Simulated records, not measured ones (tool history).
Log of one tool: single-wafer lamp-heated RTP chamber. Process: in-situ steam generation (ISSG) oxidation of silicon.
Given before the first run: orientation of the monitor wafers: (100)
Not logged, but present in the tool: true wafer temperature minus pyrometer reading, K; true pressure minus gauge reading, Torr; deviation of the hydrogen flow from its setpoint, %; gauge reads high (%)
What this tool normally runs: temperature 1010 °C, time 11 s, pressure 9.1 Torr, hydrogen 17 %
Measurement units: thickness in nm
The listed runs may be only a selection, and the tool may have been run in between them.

run    hour  temperature  time  pressure  hydrogen  wafers since the last listed run  wafers since the last pyrometer calibration  hours since the pressure gauge was zeroed  hours since the hydrogen flow controller was replaced  hours since the gauge calibration  read-back reference wafer on the same gauge, thickness  thickness
  1     0.0         1010    11       9.1        17                                 0                                         4578                                     2359.4                                                 3928.6                              581.5                                                   3.257      3.985
  2    45.8         1010    11       9.1        17                               457                                         5036                                     2405.2                                                 3974.4                              627.3                                                   3.260      4.000
  3    87.4         1001    10       9.1        17                               415                                         5451                                     2446.8                                                 4016.0                              668.9                                                   3.259      3.715
  4   156.6         1001    10       9.1        17                               691                                         6142                                     2516.0                                                 4085.2                              738.1                                                   3.260      3.729
  5   186.7         1010    14       9.1        17                               300                                         6443                                     2546.1                                                 4115.3                              768.2                                                   3.260      4.472
  6   223.4         1010    14       9.1        17                               366                                         6810                                     2582.8                                                 4152.0                              804.9                                                   3.256      4.477
  7   281.3         1010    11       9.1        17                               578                                         7388                                     2640.7                                                 4209.9                              862.8                                                   3.261      4.015
  8   318.3         1010    11       9.1        17                               369                                         7757                                     2677.7                                                 4246.9                              899.8                                                   3.259      4.033
  9   375.4         1010    11       9.1        17                               570                                         8328                                     2734.8                                                 4304.0                              956.9                                                   3.261      4.019
      394.6  -- pyrometer window cleaned and pyrometer calibrated
 10   432.4         1010    11       9.1        17                               489                                          377                                     2791.8                                                 4361.0                             1013.9                                                   3.259      4.078
      465.0  -- hydrogen flow controller replaced
 11   472.2         1010    11       9.1        17                               317                                          695                                     2831.6                                                    7.2                             1053.7                                                   3.256      4.091
 12   540.5         1010    11       9.1        17                               682                                         1377                                     2899.9                                                   75.5                             1122.0                                                   3.261      4.084
      583.9  -- pyrometer window cleaned and pyrometer calibrated, repeated, since the last time left the tool worse
 13   607.5         1021     9       8.5        17                               589                                          235                                     2966.9                                                  142.5                             1189.0                                                   3.262      3.782
 14   643.2         1010    14       9.1        17                               356                                          591                                     3002.6                                                  178.2                             1224.7                                                   3.264      4.418
      655.6  -- gauge calibrated
 15   689.2         1010    11       8.2        11                               459                                         1051                                     3048.6                                                  224.2                               33.6                                                   3.260      3.613
      701.6  -- pressure gauge zeroed
 16   731.9         1010    11       9.1        17                               346                                         1397                                       30.3                                                  266.9                               76.3                                                   3.263      3.986
 17   767.5         1010    11       9.1        17                               355                                         1753                                       65.9                                                  302.5                              111.9                                                   3.259      3.973
 18   796.9         1022    11       9.1        17                               293                                         2046                                       95.3                                                  331.9                              141.3                                                   3.258      4.161
 19   847.3          995    14       9.1        17                               503                                         2550                                      145.7                                                  382.3                              191.7                                                   3.260      4.202
 20   893.0         1010    13       9.1        17                               456                                         3006                                      191.4                                                  428.0                              237.4                                                   3.259      4.292
 21   955.2          991    11       7.8        17                               621                                         3627                                      253.6                                                  490.2                              299.6                                                   3.261      3.759
 22  1021.7         1005    11      10.2        17                               664                                         4291                                      320.1                                                  556.7                              366.1                                                   3.263      3.837
 23  1058.9         1010    11      10.2        20                               371                                         4663                                      357.3                                                  593.9                              403.3                                                   3.258      4.071

Each row is a separate what-if for the run after 23, all from the same tool condition, not one after another. Results?
  A  1059.4         1010    11       9.1        12                                 4                                         4668                                      357.8                                                  594.4                              403.8                                                       ?          ?
  B  1059.4         1010    15       9.1        17                                 4                                         4668                                      357.8                                                  594.4                              403.8                                                       ?          ?
  C  1059.4         1010    11       9.1        24                                 4                                         4668                                      357.8                                                  594.4                              403.8                                                       ?          ?
  D  1059.4          995    15       7.7        17                                 4                                         4668                                      357.8                                                  594.4                              403.8                                                       ?          ?

run  read-back reference wafer on the same gauge, thickness  thickness
  A                                                   3.259      3.692
  B                                                   3.259      4.607
  C                                                   3.259      4.346
  D                                                   3.259      4.374
Stripped of hidden state, with their random variation kept, the same runs would have yielded:
run  thickness
  A      3.659
  B      4.561
  C      4.307
  D      4.335
